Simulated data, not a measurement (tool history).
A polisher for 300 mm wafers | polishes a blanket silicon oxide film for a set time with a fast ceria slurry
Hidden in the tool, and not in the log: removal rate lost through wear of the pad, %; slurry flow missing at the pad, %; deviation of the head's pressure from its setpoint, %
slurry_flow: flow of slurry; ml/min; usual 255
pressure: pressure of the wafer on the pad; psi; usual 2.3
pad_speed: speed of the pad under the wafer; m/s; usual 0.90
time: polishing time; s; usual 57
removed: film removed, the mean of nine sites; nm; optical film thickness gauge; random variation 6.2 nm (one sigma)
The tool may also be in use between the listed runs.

run,hour,slurry_flow,pressure,pad_speed,time,wafers since the last listed run,wafers polished on this pad,hours since the slurry nozzle was cleaned,hours since the head pressure was calibrated,"incoming thickness of the incoming film, nm",removed
1,0.0,255,2.3,0.90,57,0,423,567.4,1123.3,3935.9,565.6
2,12.1,255,2.3,0.90,57,99,522,579.5,1135.4,4039.5,560.3
# hour 52.1: worn pad replaced by a new one
3,52.6,255,2.3,0.90,57,298,3,620.0,1175.9,3992.3,599.5
# hour 53.7: slurry nozzle cleaned
4,57.5,255,2.8,0.90,57,31,35,3.8,1180.8,3983.4,698.3
5,71.2,255,2.8,0.90,57,112,147,17.5,1194.5,3988.5,673.6
6,78.9,255,2.3,0.90,44,63,210,25.2,1202.2,3984.3,438.4
7,88.1,255,2.3,0.90,44,75,286,34.4,1211.4,3976.3,430.8
# hour 92.9: head pressure recalibrated
8,99.6,290,2.3,0.90,57,77,363,45.9,6.7,3882.4,552.7
9,106.4,255,2.8,0.90,57,55,419,52.7,13.5,3896.3,650.3
10,120.8,255,2.3,0.90,69,117,537,67.1,27.9,3894.9,675.3
11,135.2,210,2.0,1.20,42,117,655,81.5,42.3,3899.7,416.9
12,148.8,255,2.3,0.78,57,111,766,95.1,55.9,3908.7,504.0
# hour 162.5: worn pad replaced by a new one
13,163.0,255,3.0,0.90,57,83,3,109.3,70.1,3887.3,762.3
14,169.3,255,2.7,0.66,57,51,55,115.6,76.4,3972.0,590.5

How the hidden state differs across the entries between the runs, from the last listed run before each to the first after it:
Between runs 2 and 3: worn pad replaced by a new one (hour 52.1)
  removal rate lost through wear of the pad, %: 9.1 -> 2.75
  measured less the result without the state, removed: -56.1 -> -17.0 nm
Between runs 3 and 4: slurry nozzle cleaned (hour 53.7)
  removal rate lost through wear of the pad, %: 2.75 -> 4.08
  measured less the result without the state, removed: -17.0 -> -29.8 nm
Between runs 7 and 8: head pressure recalibrated (hour 92.9)
  removal rate lost through wear of the pad, %: 9.32 -> 10.4
  measured less the result without the state, removed: -44.3 -> -64.2 nm
Between runs 12 and 13: worn pad replaced by a new one (hour 162.5)
  removal rate lost through wear of the pad, %: 12.5 -> 0.351
  measured less the result without the state, removed: -72.2 -> -2.7 nm

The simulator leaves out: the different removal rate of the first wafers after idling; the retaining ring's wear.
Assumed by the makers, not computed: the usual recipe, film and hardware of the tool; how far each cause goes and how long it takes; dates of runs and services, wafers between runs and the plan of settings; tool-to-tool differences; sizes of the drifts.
